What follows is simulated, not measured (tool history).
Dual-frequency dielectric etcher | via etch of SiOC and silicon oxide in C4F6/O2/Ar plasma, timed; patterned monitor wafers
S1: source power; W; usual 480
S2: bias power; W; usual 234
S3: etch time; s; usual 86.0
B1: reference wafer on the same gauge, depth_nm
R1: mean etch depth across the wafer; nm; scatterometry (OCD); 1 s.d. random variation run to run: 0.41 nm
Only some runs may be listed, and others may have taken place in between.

Run 1, hour 0.0: usual settings; B1 102.0. Result: R1 105.0 nm.
Run 2, hour 49.9: usual settings but S2 188 W; B1 102.0. Result: R1 95.9 nm.
Run 3, hour 144.8: usual settings but S2 188 W; B1 102.0. Result: R1 96.4 nm.
Run 4, hour 212.2: usual settings but S3 76.0 s; B1 102.0. Result: R1 91.8 nm.
Run 5, hour 287.7: usual settings but S3 98.5 s; B1 101.9. Result: R1 118.5 nm.
Run 6, hour 598.6: usual settings but S3 98.5 s; B1 102.0. Result: R1 116.2 nm.
Run 7, hour 677.6: usual settings but S1 530 W, S2 189 W, S3 63.0 s; B1 102.0. Result: R1 71.7 nm.
Run 8, hour 727.0: usual settings; B1 102.0. Result: R1 100.5 nm.
At hour 752.2: wet clean of the chamber.
Run 9, hour 813.9: usual settings but S3 96.5 s; B1 102.0. Result: R1 119.4 nm.
Run 10, hour 868.2: usual settings but S1 590 W; B1 102.1. Result: R1 116.8 nm.
At hour 949.4: source power generator calibrated.
Run 11, hour 972.0: usual settings but S1 420 W, S2 177 W, S3 77.0 s; B1 101.9. Result: R1 79.4 nm.
Run 12, hour 1040.5: usual settings but S1 390 W, S3 102.5 s; B1 102.1. Result: R1 111.7 nm.
Run 13, hour 1094.4: usual settings; B1 101.9. Result: R1 103.1 nm.
At hour 1123.2: gauge calibrated.
Run 14, hour 1171.4: usual settings but S1 580 W, S2 189 W, S3 72.5 s; B1 102.0. Result: R1 87.3 nm.
Run 15, hour 1248.3: usual settings but S1 540 W, S2 204 W, S3 110.0 s; B1 102.1. Result: R1 130.8 nm.
At hour 1289.7: bias power generator calibrated.
Run 16, hour 1485.0: usual settings; B1 102.0. Result: R1 100.2 nm.
Run 17, hour 1541.1: usual settings; B1 102.0. Result: R1 100.1 nm.
At hour 1597.4: wet clean of the chamber.
Run 18, hour 1597.9: usual settings but S1 530 W, S2 262 W, S3 67.0 s; B1 102.0. Result: R1 88.5 nm.
Run 19, hour 1633.3: usual settings but S1 420 W, S2 177 W, S3 77.0 s; B1 101.9. Result: R1 78.9 nm.
Run 20, hour 1724.5: usual settings but S1 440 W, S2 253 W, S3 103.0 s; B1 102.0. Result: R1 121.6 nm.
Run 21, hour 1763.5: usual settings but S1 410 W, S2 252 W, S3 107.0 s; B1 102.0. Result: R1 123.1 nm.
Run 22, hour 1839.0: usual settings; B1 101.9. Result: R1 102.5 nm.
Run 23, hour 1939.6: usual settings but S1 370 W, S2 183 W, S3 110.5 s; B1 102.1. Result: R1 107.1 nm.
Run 24, hour 2037.5: usual settings but S1 590 W, S2 250 W, S3 102.0 s; B1 102.0. Result: R1 135.4 nm.
Run 25, hour 2074.6: usual settings but S1 550 W, S2 284 W, S3 71.5 s; B1 102.0. Result: R1 95.7 nm.
Run 26, hour 2141.7: usual settings but S2 271 W; B1 102.1. Result: R1 106.6 nm.
Run 27, hour 2208.1: usual settings but S1 590 W, S2 215 W, S3 104.5 s; B1 101.9. Result: R1 130.4 nm.
Run 28, hour 2268.7: usual settings; B1 102.1. Result: R1 100.3 nm.
Run 29, hour 2355.6: usual settings; B1 102.0. Result: R1 99.8 nm.
At hour 2406.6: wet clean of the chamber.
Run 30, hour 2407.1: usual settings but S1 410 W, S2 288 W, S3 61.5 s; B1 102.0. Result: R1 76.2 nm.

For each run, the measured value with the value that run would have given without the tool's hidden condition subtracted. The run-to-run variation is shared by both, the gauge scatter possibly not:
The tool's hidden condition here consists of: etch rate over this chamber's usual, %; source power that arrives over what is set, %; bias power that arrives over what is set, %; gauge reads high (%).
run    R1
  1  -0.2
  2  -0.4
  3  -0.9
  4  -1.2
  5  -2.1
  6  -4.0
  7  -2.8
  8  -4.3
  9  +1.4
 10  +1.0
 11  -1.2
 12  -2.2
 13  -2.4
 14  -2.4
 15  -4.3
 16  -4.8
 17  -5.3
 18  -0.8
 19  -0.9
 20  -2.0
 21  -2.4
 22  -2.4
 23  -3.2
 24  -4.8
 25  -3.7
 26  -4.6
 27  -6.1
 28  -5.0
 29  -5.6
 30  +0.2

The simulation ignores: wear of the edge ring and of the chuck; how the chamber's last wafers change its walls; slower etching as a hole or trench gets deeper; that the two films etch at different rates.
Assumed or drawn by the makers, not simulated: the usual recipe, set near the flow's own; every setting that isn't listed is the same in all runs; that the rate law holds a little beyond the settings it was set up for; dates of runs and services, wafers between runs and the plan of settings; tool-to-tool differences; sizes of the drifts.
